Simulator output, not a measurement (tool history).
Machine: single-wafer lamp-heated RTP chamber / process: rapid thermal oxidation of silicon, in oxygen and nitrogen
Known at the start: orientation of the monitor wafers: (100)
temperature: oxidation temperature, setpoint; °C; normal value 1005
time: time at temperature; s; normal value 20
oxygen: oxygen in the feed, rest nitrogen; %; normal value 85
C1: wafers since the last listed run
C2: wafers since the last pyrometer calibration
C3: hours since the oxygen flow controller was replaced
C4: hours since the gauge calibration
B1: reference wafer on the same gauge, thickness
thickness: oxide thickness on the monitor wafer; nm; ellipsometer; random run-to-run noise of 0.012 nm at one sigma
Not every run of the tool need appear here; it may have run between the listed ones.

Run 1, day 0: usual settings but time 27 s; C1 0; C2 3181; C3 2217.5; C4 324.4; B1 3.07. Result: thickness 4.332 nm.
At day 0.079: pyrometer window cleaned and pyrometer calibrated.
Run 2, day 0.671: usual settings but time 27 s; C1 98; C2 98; C3 2233.6; C4 340.5; B1 3.07. Result: thickness 4.224 nm.
Run 3, day 1.904: usual settings but time 27 s; C1 204; C2 302; C3 2263.2; C4 370.1; B1 3.07. Result: thickness 4.22 nm.
Run 4, day 3.671: usual settings; C1 292; C2 595; C3 2305.6; C4 412.5; B1 3.07. Result: thickness 3.79 nm.
Run 5, day 4.488: usual settings; C1 135; C2 730; C3 2325.2; C4 432.1; B1 3.071. Result: thickness 3.792 nm.
Run 6, day 5.95: usual settings; C1 242; C2 973; C3 2360.3; C4 467.2; B1 3.069. Result: thickness 3.796 nm.
Run 7, day 6.925: usual settings; C1 161; C2 1135; C3 2383.7; C4 490.6; B1 3.07. Result: thickness 3.789 nm.
Run 8, day 8.271: usual settings; C1 223; C2 1358; C3 2416; C4 522.9; B1 3.069. Result: thickness 3.824 nm.
Run 9, day 8.792: usual settings; C1 86; C2 1444; C3 2428.5; C4 535.4; B1 3.07. Result: thickness 3.799 nm.
Run 10, day 9.542: usual settings; C1 124; C2 1568; C3 2446.5; C4 553.4; B1 3.07. Result: thickness 3.827 nm.
At day 9.65: gauge calibrated.
Run 11, day 10.496: usual settings; C1 158; C2 1727; C3 2469.4; C4 20.3; B1 3.07. Result: thickness 3.816 nm.
Run 12, day 11.017: usual settings; C1 86; C2 1813; C3 2481.9; C4 32.8; B1 3.07. Result: thickness 3.834 nm.
Run 13, day 12.367: usual settings; C1 223; C2 2037; C3 2514.3; C4 65.2; B1 3.069. Result: thickness 3.851 nm.
At day 13.888: oxygen flow controller replaced.
Run 14, day 13.908: usual settings; C1 200; C2 2237; C3 0.5; C4 102.2; B1 3.071. Result: thickness 3.864 nm.

Predict the results of run 15:
Run 15, day 15.179: usual settings but temperature 1023 °C, oxygen 73 %; C1 210; C2 2448; C3 31; C4 132.7; B1 ?. Result: thickness ?.

Run 15 yielded B1 3.071, thickness 4.11 nm.
If the tool had no hidden condition, the same run with the same run-to-run variation would have returned thickness 3.989 nm.
